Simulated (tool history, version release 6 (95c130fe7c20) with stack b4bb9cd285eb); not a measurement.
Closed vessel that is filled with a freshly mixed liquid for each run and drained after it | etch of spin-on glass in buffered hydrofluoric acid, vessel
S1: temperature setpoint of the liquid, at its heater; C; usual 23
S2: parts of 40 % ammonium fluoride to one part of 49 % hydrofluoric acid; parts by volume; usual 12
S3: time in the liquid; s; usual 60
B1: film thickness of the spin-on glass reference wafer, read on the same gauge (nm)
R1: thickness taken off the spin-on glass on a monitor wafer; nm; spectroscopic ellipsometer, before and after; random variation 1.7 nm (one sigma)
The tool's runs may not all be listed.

run	hour	S1	S2	S3	B1	R1
1	0	23	9.5	60	70	247.46
2	16.9	25.5	12	60	70.02	229.51
3	59.7	25.5	12	60	69.99	227.52
4	74.1	23	12	60	70	199.03
5	93.8	23	12	60	70	198.52
6	115	23	12	60	69.99	198.25
7	162.9	23	12	60	70	202.5
8	222.2	23	12	60	70.02	202.5
9	254	23	12	60	70.02	202.84
10	273.5	23	12	60	70.03	203.17
11	289.3	23	12	60	70.01	195.78
# hour 317.5: gauge calibrated
12	391.4	23	12	60	70	199.54
# hour 403.2: hydrofluoric acid flow meter replaced
13	495.8	23	12	60	69.99	198.98
# hour 510.6: thermometer replaced
14	514.7	21.5	8.5	70	70	294.65
15	549	23	12	60	69.99	201.86
16	568	27.5	9	90	70	485.42
17	597.9	23	12	60	70	196.68
18	672.8	23	14.5	85	69.99	235.71
19	694.5	21.5	15	50	70.01	122.84
20	723.6	23	12	60	70.01	203.58
21	747.5	20.5	17	40	70	82.39
22	813.1	23	15.5	85	70	221.65
23	829.8	23	12	60	70	197.8
24	842.1	23	9	60	70	255.37
25	862.8	20	14.5	85	70.01	200.95
# hour 911.4: gauge calibrated
26	934.1	27.5	14.5	75	70	265.04

4 ways to go on from here, each from the tool as it stands after run 26. What would each give?
A	934.8	23	12	60	?	?
B	934.8	24.5	12	50	?	?
C	934.8	24.5	8.5	30	?	?
D	934.8	18	12	40	?	?

run	B1	R1
A	70	198.16
B	70	179.24
C	70	146.04
D	70	99.92
Without the tool's hidden state the same runs would have given:
run	R1
A	198.16
B	179.24
C	146.04
D	99.92
